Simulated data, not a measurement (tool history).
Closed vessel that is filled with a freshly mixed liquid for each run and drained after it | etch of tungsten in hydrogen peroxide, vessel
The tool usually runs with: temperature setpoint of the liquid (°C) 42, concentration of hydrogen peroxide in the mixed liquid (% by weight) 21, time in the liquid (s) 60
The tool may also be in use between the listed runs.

| run | hour | temperature setpoint of the liquid (°C) | concentration of hydrogen peroxide in the mixed liquid (% by weight) | time in the liquid (s) | wafers since the last listed run | hours since the thermometer was replaced | hours since the peroxide flow meter was replaced | hours since the drum of peroxide was connected | hours since the gauge calibration | read-back film thickness of the tungsten reference wafer, read on the same gauge (nm) | thickness taken off the tungsten on a monitor wafer (nm) |
|---|---|---|---|---|---|---|---|---|---|---|---|
| 1 | 0 | 42 | 21 | 60 | 0 | 2054.5 | 547 | 674 | 347.1 | 100.02 | 52.45 |
| 2 | 14 | 42 | 21 | 60 | 959 | 2068.5 | 561 | 688 | 361.1 | 100 | 52.87 |
| 3 | 42.9 | 42 | 21 | 60 | 1981 | 2097.4 | 589.9 | 716.9 | 390 | 99.99 | 52.74 |
| 4 | 60.3 | 42 | 19 | 60 | 1192 | 2114.8 | 607.3 | 734.3 | 407.4 | 99.99 | 49 |
| 5 | 90 | 35.5 | 21 | 60 | 2036 | 2144.5 | 637 | 764 | 437.1 | 100.02 | 34.07 |
| 6 | 111.4 | 35.5 | 21 | 60 | 1467 | 2165.9 | 658.4 | 785.4 | 458.5 | 99.99 | 33.74 |
| 7 | 147 | 35.5 | 21 | 60 | 2440 | 2201.5 | 694 | 821 | 494.1 | 100.01 | 33.58 |
| 8 | 173.1 | 42 | 21 | 60 | 1789 | 2227.6 | 720.1 | 847.1 | 520.2 | 99.99 | 51.38 |
| 9 | 191.6 | 42 | 21 | 60 | 1268 | 2246.1 | 738.6 | 865.6 | 538.7 | 99.98 | 51.95 |
| 10 | 223.3 | 42 | 26 | 60 | 2173 | 2277.8 | 770.3 | 897.3 | 570.4 | 100.04 | 57.02 |
| 11 | 245.6 | 42 | 26 | 60 | 1528 | 2300.1 | 792.6 | 919.6 | 592.7 | 100.03 | 57.07 |
|  | 263.8 | thermometer replaced |
| 12 | 273.7 | 42 | 26 | 60 | 1857 | 9.9 | 820.7 | 947.7 | 620.8 | 99.99 | 65.44 |
| 13 | 299 | 42 | 21 | 70 | 1734 | 35.2 | 846 | 973 | 646.1 | 99.98 | 68.55 |
| 14 | 316.6 | 42 | 21 | 60 | 1206 | 52.8 | 863.6 | 990.6 | 663.7 | 100.03 | 58.93 |
| 15 | 331.4 | 45 | 27 | 60 | 1014 | 67.6 | 878.4 | 1005.4 | 678.5 | 100 | 80.97 |
| 16 | 356.5 | 42 | 21 | 60 | 1720 | 92.7 | 903.5 | 1030.5 | 703.6 | 100 | 59.15 |
| 17 | 377.4 | 42 | 26 | 90 | 1432 | 113.6 | 924.4 | 1051.4 | 724.5 | 100.01 | 98.04 |
| 18 | 397.7 | 35 | 21 | 60 | 1391 | 133.9 | 944.7 | 1071.7 | 744.8 | 99.99 | 36.35 |
| 19 | 414.8 | 35 | 19 | 90 | 1172 | 151 | 961.8 | 1088.8 | 761.9 | 99.98 | 53 |
| 20 | 522.5 | 37.5 | 21 | 45 | 7383 | 258.7 | 1069.5 | 1196.5 | 869.6 | 100 | 32.42 |
| 21 | 540.6 | 49 | 15 | 30 | 1240 | 276.8 | 1087.6 | 1214.6 | 887.7 | 99.99 | 37.95 |
|  | 551.4 | peroxide flow meter replaced |
| 22 | 562.9 | 49 | 15 | 30 | 1460 | 299.1 | 11.5 | 1236.9 | 910 | 99.99 | 38.13 |
|  | 565.7 | gauge calibrated |
| 23 | 577.4 | 39 | 23.5 | 85 | 994 | 313.6 | 26 | 1251.4 | 11.7 | 100.02 | 71.24 |
|  | 580 | new drum of peroxide connected |
| 24 | 599.7 | 42 | 21 | 60 | 1460 | 335.9 | 48.3 | 19.7 | 34 | 100.02 | 57.42 |
| 25 | 623 | 50 | 21 | 75 | 1597 | 359.2 | 71.6 | 43 | 57.3 | 99.99 | 119.21 |
| 26 | 650.3 | 49.5 | 27 | 30 | 1871 | 386.5 | 98.9 | 70.3 | 84.6 | 100.01 | 52.91 |
| 27 | 671.5 | 42 | 25.5 | 80 | 1453 | 407.7 | 120.1 | 91.5 | 105.8 | 99.98 | 84.91 |
| 28 | 768.2 | 36.5 | 26 | 60 | 6629 | 504.4 | 216.8 | 188.2 | 202.5 | 99.99 | 44.3 |
| 29 | 792.8 | 42 | 15 | 60 | 1686 | 529 | 241.4 | 212.8 | 227.1 | 100.02 | 47.82 |

Predict each of these 3 candidate next runs independently; none follows another, all start after run 29:
| A | 793.5 | 42 | 21 | 60 | 47 | 529.7 | 242.1 | 213.5 | 227.8 | ? | ? |
| B | 793.5 | 42 | 17 | 60 | 47 | 529.7 | 242.1 | 213.5 | 227.8 | ? | ? |
| C | 793.5 | 37 | 24 | 75 | 47 | 529.7 | 242.1 | 213.5 | 227.8 | ? | ? |

| run | read-back film thickness of the tungsten reference wafer, read on the same gauge (nm) | thickness taken off the tungsten on a monitor wafer (nm) |
|---|---|---|
| A | 99.98 | 57.07 |
| B | 99.98 | 51.35 |
| C | 99.98 | 54.95 |
With the hidden condition removed and each run's random variation left untouched, the same runs would have given:
| run | thickness taken off the tungsten on a monitor wafer (nm) |
|---|---|
| A | 59.47 |
| B | 53.51 |
| C | 57.34 |
